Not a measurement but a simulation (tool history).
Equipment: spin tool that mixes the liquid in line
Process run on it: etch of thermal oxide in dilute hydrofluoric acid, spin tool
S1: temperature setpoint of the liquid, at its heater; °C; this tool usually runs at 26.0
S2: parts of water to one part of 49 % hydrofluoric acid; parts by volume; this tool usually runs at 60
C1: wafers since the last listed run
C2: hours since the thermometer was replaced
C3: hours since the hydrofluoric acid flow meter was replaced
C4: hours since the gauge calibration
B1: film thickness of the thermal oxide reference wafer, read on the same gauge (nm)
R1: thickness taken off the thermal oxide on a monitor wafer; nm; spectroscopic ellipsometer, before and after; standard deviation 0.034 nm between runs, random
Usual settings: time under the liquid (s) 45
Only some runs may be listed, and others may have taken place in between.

run 1 hour=0.0 | S1=26.0 S2=60 time_under_the_liquid_(s)=45 | C1=0 C2=1583.1 C3=1208.3 C4=589.5 | B1=109.996 | R1=3.781
-- hour=6.4 gauge calibrated
run 2 hour=103.6 | S1=26.0 S2=60 time_under_the_liquid_(s)=45 | C1=1236 C2=1686.7 C3=1311.9 C4=97.2 | B1=110.003 | R1=3.799
run 3 hour=147.6 | S1=26.0 S2=60 time_under_the_liquid_(s)=45 | C1=525 C2=1730.7 C3=1355.9 C4=141.2 | B1=109.981 | R1=3.776
run 4 hour=243.5 | S1=26.0 S2=60 time_under_the_liquid_(s)=45 | C1=1144 C2=1826.6 C3=1451.8 C4=237.1 | B1=110.011 | R1=3.716
run 5 hour=343.5 | S1=26.0 S2=60 time_under_the_liquid_(s)=45 | C1=1193 C2=1926.6 C3=1551.8 C4=337.1 | B1=109.983 | R1=3.756
run 6 hour=434.9 | S1=26.0 S2=60 time_under_the_liquid_(s)=45 | C1=1091 C2=2018.0 C3=1643.2 C4=428.5 | B1=110.018 | R1=3.705
-- hour=450.9 thermometer replaced
run 7 hour=484.0 | S1=26.0 S2=60 time_under_the_liquid_(s)=45 | C1=574 C2=33.1 C3=1692.3 C4=477.6 | B1=109.994 | R1=3.706
-- hour=573.4 hydrofluoric acid flow meter replaced
run 8 hour=577.4 | S1=26.0 S2=45 time_under_the_liquid_(s)=45 | C1=1102 C2=126.5 C3=4.0 C4=571.0 | B1=110.011 | R1=5.509
run 9 hour=635.4 | S1=26.0 S2=60 time_under_the_liquid_(s)=45 | C1=692 C2=184.5 C3=62.0 C4=629.0 | B1=109.993 | R1=4.058
run 10 hour=715.9 | S1=29.0 S2=50 time_under_the_liquid_(s)=20 | C1=960 C2=265.0 C3=142.5 C4=709.5 | B1=110.003 | R1=2.437
-- hour=758.1 gauge calibrated
run 11 hour=808.2 | S1=22.0 S2=85 time_under_the_liquid_(s)=60 | C1=1101 C2=357.3 C3=234.8 C4=50.1 | B1=110.013 | R1=3.139
run 12 hour=857.2 | S1=22.5 S2=35 time_under_the_liquid_(s)=55 | C1=584 C2=406.3 C3=283.8 C4=99.1 | B1=109.997 | R1=7.557
run 13 hour=921.5 | S1=22.5 S2=45 time_under_the_liquid_(s)=70 | C1=767 C2=470.6 C3=348.1 C4=163.4 | B1=109.998 | R1=7.311
run 14 hour=972.0 | S1=29.0 S2=60 time_under_the_liquid_(s)=25 | C1=602 C2=521.1 C3=398.6 C4=213.9 | B1=110.018 | R1=2.528

Estimate the outcome of run 15 from the log above:
run 15 hour=1043.8 | S1=26.0 S2=45 time_under_the_liquid_(s)=35 | C1=857 C2=592.9 C3=470.4 C4=285.7 | B1=? | R1=?

B1: 110.014
R1: 4.220 nm
Take away the tool's hidden state, keep the run-to-run variation as it was, and the same run would have given R1 4.398 nm.
